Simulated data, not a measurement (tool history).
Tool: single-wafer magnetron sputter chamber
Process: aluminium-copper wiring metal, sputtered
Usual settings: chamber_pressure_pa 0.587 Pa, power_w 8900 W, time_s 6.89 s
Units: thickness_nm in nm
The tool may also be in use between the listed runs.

run,hour,chamber_pressure_pa,power_w,time_s,wafers since the last listed run,wafers on the sputter target,hours since the last manometer calibration,hours since the magnet pack was replaced,hours since the gauge calibration,"read-back reference wafer on the same gauge, thickness_nm",thickness_nm
1,0,0.587,8900,6.89,0,3066,1092.1,8886.9,2068.6,106.345,99.722
2,71.1,0.587,8900,6.89,1608,4675,1163.2,8958,2139.7,106.311,100.133
3,133.7,0.587,9950,6.89,1416,6091,1225.8,9020.6,2202.3,106.299,109.265
4,210.6,0.587,9950,6.89,1740,7831,1302.7,9097.5,2279.2,106.291,109.453
5,270.8,0.446,9650,6.89,1362,9194,1362.9,9157.7,2339.4,106.305,113.872
6,367.3,0.446,9650,6.89,2183,11377,1459.4,9254.2,2435.9,106.261,114.272
7,419.6,0.446,9650,6.89,1183,12561,1511.7,9306.5,2488.2,106.328,114.194
8,484.8,0.46,8900,7.48,1475,14036,1576.9,9371.7,2553.4,106.26,114.885
# hour 494.1: sputter target and shields replaced
9,560.4,0.46,8900,7.48,1529,1500,1652.5,9447.3,2629,106.206,115.259
10,639.1,0.46,8900,7.48,1780,3280,1731.2,9526,2707.7,106.333,115.387
11,714.9,0.662,8900,7.18,1715,4996,1807,9601.8,2783.5,106.308,100.893
12,762.9,0.662,8900,7.18,1086,6082,1855,9649.8,2831.5,106.34,100.885
# hour 828.4: gauge calibrated
13,859,0.587,8900,6.89,2174,8256,1951.1,9745.9,30.6,106.353,100.328
14,948.2,0.587,8900,8.2,2018,10275,2040.3,9835.1,119.8,106.28,118.565
# hour 1038: sputter target and shields replaced
15,1038.6,0.662,8900,7.18,1864,12,2130.7,9925.5,210.2,106.262,100.85
16,1135.8,0.587,8900,6.89,2199,2212,2227.9,10022.7,307.4,106.262,99.734
17,1192.6,0.587,8900,6.89,1285,3497,2284.7,10079.5,364.2,106.298,99.531
18,1295.7,0.771,10000,6.52,2332,5830,2387.8,10182.6,467.3,106.352,95.646
19,1348.9,0.437,7050,6.89,1203,7034,2441,10235.8,520.5,106.305,89.922
20,1385.7,0.587,8900,7.78,832,7866,2477.8,10272.6,557.3,106.319,112.752
# hour 1432.8: capacitance manometer re-zeroed and calibrated
21,1442.4,0.761,7400,6.49,1101,8968,9.6,10329.3,614,106.259,75.384
22,1494,0.587,8900,6.89,1167,10136,61.2,10380.9,665.6,106.422,100.059
23,1537.7,0.587,7250,6.41,988,11125,104.9,10424.6,709.3,106.228,79.379
24,1635.9,0.518,10550,7.94,2222,13347,203.1,10522.8,807.5,106.284,136.148
# hour 1657: sputter target and shields replaced
25,1741.1,0.587,7700,6.89,2199,1903,308.3,10628,912.7,106.262,89.378
26,1816.6,0.587,9550,6.46,1708,3612,383.8,10703.5,988.2,106.303,99.071
# hour 1830: magnet pack replaced
27,1895.6,0.587,7400,6.89,1606,5219,462.8,65.6,1067.2,106.357,86.923
28,1966.4,0.587,11100,6.29,1602,6821,533.6,136.4,1138,106.201,108.85
29,2054.1,0.587,8900,6.89,1984,8805,621.3,224.1,1225.7,106.273,99.928
30,2152.2,0.806,8900,6.89,2219,11025,719.4,322.2,1323.8,106.271,90.214
31,2235.5,0.587,11000,7.6,1884,12910,802.7,405.5,1407.1,106.238,130.926
32,2308.3,0.587,8900,6.89,1647,14557,875.5,478.3,1479.9,106.21,100.065
# hour 2323.9: sputter target and shields replaced
33,2390.5,0.587,10350,6.89,1679,1507,957.7,560.5,1562.1,106.281,112.75
34,2441.1,0.587,8900,6.89,1144,2652,1008.3,611.1,1612.7,106.206,99.989

4 ways to go on from here, each from the tool as it stands after run 34. What would each give?
A,2441.5,0.587,7750,6.89,9,2661,1008.7,611.5,1613.1,?,?
B,2441.5,0.524,10800,8.24,9,2661,1008.7,611.5,1613.1,?,?
C,2441.5,0.517,7700,6.89,9,2661,1008.7,611.5,1613.1,?,?
D,2441.5,0.587,8900,6.02,9,2661,1008.7,611.5,1613.1,?,?

run,"read-back reference wafer on the same gauge, thickness_nm",thickness_nm
A,106.211,89.791
B,106.211,143.836
C,106.211,92.292
D,106.211,87.355
Without the tool's hidden state the same runs would have given:
run,thickness_nm
A,89.791
B,143.836
C,92.292
D,87.355
